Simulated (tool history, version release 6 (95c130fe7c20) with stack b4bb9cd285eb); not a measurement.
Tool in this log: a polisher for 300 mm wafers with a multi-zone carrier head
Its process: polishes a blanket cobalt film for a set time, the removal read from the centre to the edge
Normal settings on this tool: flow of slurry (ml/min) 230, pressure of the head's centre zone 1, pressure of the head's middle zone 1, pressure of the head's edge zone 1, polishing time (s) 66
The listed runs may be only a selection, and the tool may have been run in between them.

run,day,flow of slurry (ml/min),pressure of the head's centre zone,pressure of the head's middle zone,pressure of the head's edge zone,polishing time (s),"incoming thickness of the incoming film, nm",film removed at the wafer's centre (angstrom),film removed at mid-radius (angstrom),film removed at the wafer's edge (angstrom)
1,0,230,1,1,1,66,774.1,2752,2831,2822
2,1.275,230,1,1,1,66,780.3,2727,2733,2752
# day 1.962: worn pad replaced by a new one
3,2.046,230,1,1,1,66,787.3,2750,2750,2762
4,2.954,230,1,1,1,66,781.1,2764,2702,2762
5,3.762,230,1,1,1,66,786.2,2748,2732,2823
6,5.221,230,1,1,1,66,784.9,2731,2750,2790
# day 5.788: worn pad replaced by a new one
# day 5.817: slurry nozzle cleaned
7,6.492,230,1,1,1,66,766.7,2745,2712,2779
8,7.312,230,1,1,1,66,781.2,2766,2706,2826
9,7.838,230,1,1,1,66,778.9,2728,2766,2869
# day 9.033: carrier head's membrane replaced by a new one
# day 9.804: worn pad replaced by a new one
10,10.125,230,1,0.96,1,75,779.5,3068,3024,3175
# day 10.238: centre zone pressure recalibrated
11,10.992,155,1,0.96,0.91,78,787.4,3082,3003,3010
12,12.262,230,1,0.95,1.12,89,771.3,3695,3532,3907
13,13.217,230,0.91,1,1.05,66,787.8,2503,2720,2883
# day 13.804: worn pad replaced by a new one
14,13.825,230,1,1,1,66,768.2,2727,2808,2788
# day 14.075: edge zone pressure recalibrated
15,15.058,230,1,0.95,1.12,89,778.5,3695,3653,3891
16,16.45,230,1,0.96,0.88,76,776.9,3124,3066,2983
17,17.671,230,1,1,1,66,776.2,2731,2769,2800
# day 18.171: worn pad replaced by a new one
18,19.167,230,0.91,0.89,1,83,779.4,3167,3194,3545

The tool's hidden state at each run:
removal rate lost through wear of the pad, %: 0 on each run
slurry flow missing at the pad, %: 0 on each run
deviation of the centre zone's pressure from its setpoint, %: 0 on each run
deviation of the edge zone's pressure from its setpoint, %: 0 on each run

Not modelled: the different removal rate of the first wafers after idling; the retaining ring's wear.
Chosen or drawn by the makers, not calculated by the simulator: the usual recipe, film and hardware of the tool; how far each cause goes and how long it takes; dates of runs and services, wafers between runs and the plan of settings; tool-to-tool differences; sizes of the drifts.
